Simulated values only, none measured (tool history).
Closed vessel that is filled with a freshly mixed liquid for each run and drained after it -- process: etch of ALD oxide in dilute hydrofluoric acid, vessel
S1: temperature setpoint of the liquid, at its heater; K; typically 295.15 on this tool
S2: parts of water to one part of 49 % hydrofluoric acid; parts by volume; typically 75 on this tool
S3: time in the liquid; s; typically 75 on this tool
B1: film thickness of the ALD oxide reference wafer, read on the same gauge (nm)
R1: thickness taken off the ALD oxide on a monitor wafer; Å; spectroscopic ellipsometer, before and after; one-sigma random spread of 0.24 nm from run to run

Run 1, day 0: usual settings; B1 50. Result: R1 352.3 Å.
Run 2, day 0.692: usual settings; B1 50. Result: R1 355.3 Å.
Run 3, day 1.188: usual settings; B1 50.02. Result: R1 356.6 Å.
Run 4, day 1.808: usual settings; B1 50. Result: R1 353.8 Å.
Run 5, day 2.462: usual settings; B1 49.99. Result: R1 356.1 Å.
Run 6, day 3.312: usual settings; B1 50.02. Result: R1 357.9 Å.
Run 7, day 3.867: usual settings; B1 49.99. Result: R1 364.2 Å.
Run 8, day 4.929: usual settings but S2 100 parts by volume; B1 50. Result: R1 263.4 Å.
At day 5.167: thermometer replaced.
Run 9, day 5.267: usual settings; B1 50.04. Result: R1 325.4 Å.
Run 10, day 5.992: usual settings; B1 50.05. Result: R1 326.4 Å.
Run 11, day 6.3: usual settings but S1 292.15 K, S3 95 s; B1 50.02. Result: R1 364.4 Å.
Run 12, day 6.958: usual settings but S1 292.15 K, S3 95 s; B1 50.02. Result: R1 365.9 Å.
Run 13, day 7.525: usual settings but S2 65 parts by volume; B1 49.96. Result: R1 381.6 Å.
Run 14, day 8.15: usual settings; B1 49.95. Result: R1 335.1 Å.
Run 15, day 8.508: usual settings; B1 49.93. Result: R1 332.3 Å.
Run 16, day 9: usual settings but S3 110 s; B1 50.02. Result: R1 493.5 Å.
Run 17, day 9.858: usual settings but S2 115 parts by volume, S3 100 s; B1 49.98. Result: R1 275.6 Å.
At day 10.042: gauge calibrated.
Run 18, day 10.329: usual settings but S1 296.65 K, S2 95 parts by volume, S3 55 s; B1 50.02. Result: R1 200 Å.
Run 19, day 10.779: usual settings but S1 290.65 K, S2 50 parts by volume, S3 95 s; B1 50. Result: R1 537.8 Å.
Run 20, day 11.138: usual settings but S1 290.65 K; B1 49.98. Result: R1 279.4 Å.
Run 21, day 11.738: usual settings but S1 297.65 K; B1 50.05. Result: R1 365.2 Å.
Run 22, day 12.308: usual settings but S3 35 s; B1 50.03. Result: R1 157.7 Å.
Run 23, day 12.567: usual settings; B1 49.99. Result: R1 337 Å.
Run 24, day 12.958: usual settings; B1 49.99. Result: R1 340.7 Å.
At day 13.604: hydrofluoric acid flow meter replaced.
Run 25, day 14.804: usual settings; B1 50.01. Result: R1 317 Å.
Run 26, day 15.171: usual settings but S2 40 parts by volume; B1 50.02. Result: R1 619.4 Å.
Run 27, day 15.683: usual settings but S1 292.15 K, S3 95 s; B1 49.98. Result: R1 358.7 Å.
Run 28, day 16.304: usual settings but S1 300.15 K, S2 60 parts by volume; B1 49.96. Result: R1 494.3 Å.
Run 29, day 17.008: usual settings but S3 85 s; B1 50.01. Result: R1 367.2 Å.
Run 30, day 17.338: usual settings but S1 293.15 K, S2 40 parts by volume, S3 115 s; B1 50. Result: R1 873.4 Å.
Run 31, day 17.846: usual settings; B1 50.02. Result: R1 318.6 Å.
Run 32, day 18.4: usual settings but S1 293.65 K, S2 100 parts by volume, S3 120 s; B1 49.98. Result: R1 350.5 Å.
Run 33, day 18.8: usual settings but S3 50 s; B1 49.95. Result: R1 213.6 Å.

Run 34 is up next; what results do you expect?
Run 34, day 19.225: usual settings but S1 292.15 K, S3 95 s; B1 ?. Result: R1 ?.

{"run 34": {"B1": 49.98, "R1": 365.9}}
If the tool had no hidden condition, the same run with the same run-to-run variation would have returned R1 338.1 Å.
